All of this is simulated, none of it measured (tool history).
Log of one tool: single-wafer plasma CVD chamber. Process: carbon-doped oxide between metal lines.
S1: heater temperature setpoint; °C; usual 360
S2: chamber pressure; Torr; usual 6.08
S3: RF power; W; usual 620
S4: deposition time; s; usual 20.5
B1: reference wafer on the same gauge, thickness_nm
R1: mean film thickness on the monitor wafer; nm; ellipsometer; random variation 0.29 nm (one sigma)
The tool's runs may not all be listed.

Run 1, hour 0.0: usual settings; B1 116.992. Result: R1 116.303 nm.
At hour 52.4: capacitance manometer re-zeroed and calibrated.
Run 2, hour 58.6: usual settings; B1 116.988. Result: R1 116.357 nm.
Run 3, hour 120.1: usual settings; B1 117.005. Result: R1 116.928 nm.
Run 4, hour 160.5: usual settings; B1 116.994. Result: R1 117.221 nm.
At hour 194.3: gauge calibrated.
Run 5, hour 336.2: usual settings; B1 116.924. Result: R1 116.296 nm.
Run 6, hour 404.7: usual settings but S1 366 °C; B1 117.156. Result: R1 114.571 nm.
Run 7, hour 437.2: usual settings but S3 680 W; B1 116.933. Result: R1 121.808 nm.
Run 8, hour 462.6: usual settings but S3 680 W; B1 117.075. Result: R1 122.252 nm.
Run 9, hour 530.7: usual settings but S3 680 W; B1 117.105. Result: R1 121.738 nm.
At hour 552.5: showerhead replaced.
Run 10, hour 599.9: usual settings but S2 6.95 Torr; B1 116.818. Result: R1 117.499 nm.
Run 11, hour 671.7: usual settings but S2 6.72 Torr; B1 116.907. Result: R1 116.775 nm.
Run 12, hour 718.1: usual settings; B1 117.008. Result: R1 115.557 nm.
Run 13, hour 765.5: usual settings but S2 7.15 Torr, S4 18.1 s; B1 117.026. Result: R1 103.544 nm.
Run 14, hour 811.2: usual settings but S1 374 °C, S2 5.65 Torr, S3 545 W, S4 23.9 s; B1 116.993. Result: R1 120.901 nm.
Run 15, hour 846.1: usual settings but S3 525 W, S4 16.5 s; B1 117.023. Result: R1 85.805 nm.
Run 16, hour 911.2: usual settings; B1 117.032. Result: R1 115.108 nm.
Run 17, hour 935.8: usual settings but S1 348 °C, S2 5.33 Torr, S3 585 W; B1 116.990. Result: R1 114.365 nm.
At hour 950.5: RF generator calibrated.
Run 18, hour 964.7: usual settings but S3 550 W, S4 16.4 s; B1 116.990. Result: R1 87.041 nm.
Run 19, hour 1023.5: usual settings but S2 5.54 Torr, S3 535 W; B1 117.012. Result: R1 105.634 nm.
At hour 1074.0: thermocouple changed; heater temperature recalibrated.
Run 20, hour 1080.7: usual settings; B1 117.011. Result: R1 117.004 nm.
Run 21, hour 1141.0: usual settings; B1 116.890. Result: R1 116.734 nm.
Run 22, hour 1165.6: usual settings; B1 117.020. Result: R1 116.742 nm.
Run 23, hour 1217.0: usual settings but S2 5.01 Torr; B1 117.031. Result: R1 115.056 nm.
Run 24, hour 1278.2: usual settings; B1 117.111. Result: R1 117.240 nm.
Run 25, hour 1341.0: usual settings but S3 690 W, S4 19.0 s; B1 116.959. Result: R1 115.082 nm.
Run 26, hour 1410.8: usual settings but S1 373 °C, S2 7.46 Torr, S3 715 W, S4 17.3 s; B1 117.093. Result: R1 104.414 nm.
Run 27, hour 1479.9: usual settings but S1 364 °C; B1 117.037. Result: R1 115.804 nm.
Run 28, hour 1538.2: usual settings but S1 354 °C, S2 7.20 Torr, S3 700 W, S4 18.2 s; B1 117.073. Result: R1 113.000 nm.

Forecast each of these 4 alternatives for the next run:
Run A, hour 1538.6: usual settings but S1 346 °C; B1 ?. Result: R1 ?.
Run B, hour 1538.6: usual settings but S3 720 W, S4 23.3 s; B1 ?. Result: R1 ?.
Run C, hour 1538.6: usual settings but S1 351 °C; B1 ?. Result: R1 ?.
Run D, hour 1538.6: usual settings but S1 373 °C, S3 560 W, S4 24.3 s; B1 ?. Result: R1 ?.

run       B1       R1
  A  117.030  121.450
  B  117.030  143.517
  C  117.030  119.864
  D  117.030  127.923
Without the tool's hidden state the same runs would have given:
run       R1
  A  121.295
  B  143.353
  C  119.723
  D  127.802
